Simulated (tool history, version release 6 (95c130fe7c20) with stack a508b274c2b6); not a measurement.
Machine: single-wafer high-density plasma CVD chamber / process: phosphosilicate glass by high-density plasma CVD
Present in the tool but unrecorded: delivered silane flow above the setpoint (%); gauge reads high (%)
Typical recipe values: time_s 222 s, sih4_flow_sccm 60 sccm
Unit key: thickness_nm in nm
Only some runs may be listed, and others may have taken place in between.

run	day	time_s	sih4_flow_sccm	wafers since the last listed run	hours since the silane flow controller was replaced	hours since the gauge calibration	read-back reference wafer on the same gauge, thickness_nm	thickness_nm
1	0	257	60	0	1747.9	872.9	1431.443	1692.658
2	2.725	257	60	413	1813.3	938.3	1433.403	1677.65
3	4.875	257	60	326	1864.9	989.9	1427.91	1716.631
4	6.212	222	67	202	1897	1022	1426.745	1587.054
5	7.279	222	67	161	1922.6	1047.6	1426.165	1611.5
6	8.358	222	67	163	1948.5	1073.5	1432.317	1582.134
7	9.775	222	60	214	1982.5	1107.5	1431.982	1454.829
8	12.542	222	60	419	2048.9	1173.9	1431.806	1463.01
9	17.808	222	60	798	2175.3	1300.3	1430.095	1473.694
10	20.154	249	60	355	2231.6	1356.6	1430.013	1639.216
# day 24.308: silane flow controller replaced
11	28.638	249	60	1236	103.9	1560.2	1428.898	1587.901
12	31.95	249	60	502	183.4	1639.7	1432.36	1613.488
13	34.404	206	60	372	242.3	1698.6	1428.773	1337.318
14	36.838	206	60	369	300.7	1757	1431.885	1346.029
15	38.192	206	60	205	333.2	1789.5	1427.988	1331.407
# day 39.621: gauge calibrated
16	40.975	256	60	422	400	32.5	1433.778	1671.309
17	42.033	202	67	160	425.4	57.9	1433.185	1421.48
18	43.629	202	67	242	463.7	96.2	1428.911	1424.489
19	44.796	222	52	176	491.7	124.2	1427.848	1303.405
20	46.408	205	68	244	530.4	162.9	1429.553	1473.13
21	47.525	202	52	169	557.2	189.7	1430.247	1180.304
22	49.742	222	60	336	610.4	242.9	1428.169	1450.645
23	51.383	188	51	249	649.8	282.3	1426.803	1096.412
24	53.288	222	71	288	695.5	328	1426.472	1641.345
25	54.733	222	55	219	730.2	362.7	1427.578	1372.278
26	57.208	241	55	375	789.6	422.1	1428.737	1494.73
27	58.783	222	60	238	827.4	459.9	1429.567	1459.88
28	60.479	262	69	257	868.1	500.6	1430.605	1899.557
29	61.579	202	52	166	894.5	527	1427.958	1197.91
30	62.708	222	65	171	921.6	554.1	1429.851	1547.398
31	63.996	246	52	195	952.5	585	1429.268	1466.21
32	65.483	181	49	225	988.2	620.7	1430.337	1035.331
33	67.696	222	64	335	1041.3	673.8	1432.871	1531.574
34	69.65	191	60	296	1088.2	720.7	1431.307	1259.094
35	71.083	241	60	217	1122.6	755.1	1430.019	1576.294
36	73.588	222	60	379	1182.7	815.2	1426.177	1466.237

Each row is a separate what-if for the run after 36, all from the same tool condition, not one after another. Results?
A	73.608	239	60	3	1183.2	815.7	?	?
B	73.608	178	54	3	1183.2	815.7	?	?
C	73.608	193	63	3	1183.2	815.7	?	?
D	73.608	254	71	3	1183.2	815.7	?	?
E	73.608	203	71	3	1183.2	815.7	?	?

run	read-back reference wafer on the same gauge, thickness_nm	thickness_nm
A	1430.971	1566.066
B	1430.971	1083.321
C	1430.971	1309.666
D	1430.971	1881.591
E	1430.971	1503.791
With no hidden state in the tool, these same runs would have given:
run	thickness_nm
A	1512.162
B	1046.033
C	1264.586
D	1816.826
E	1452.031
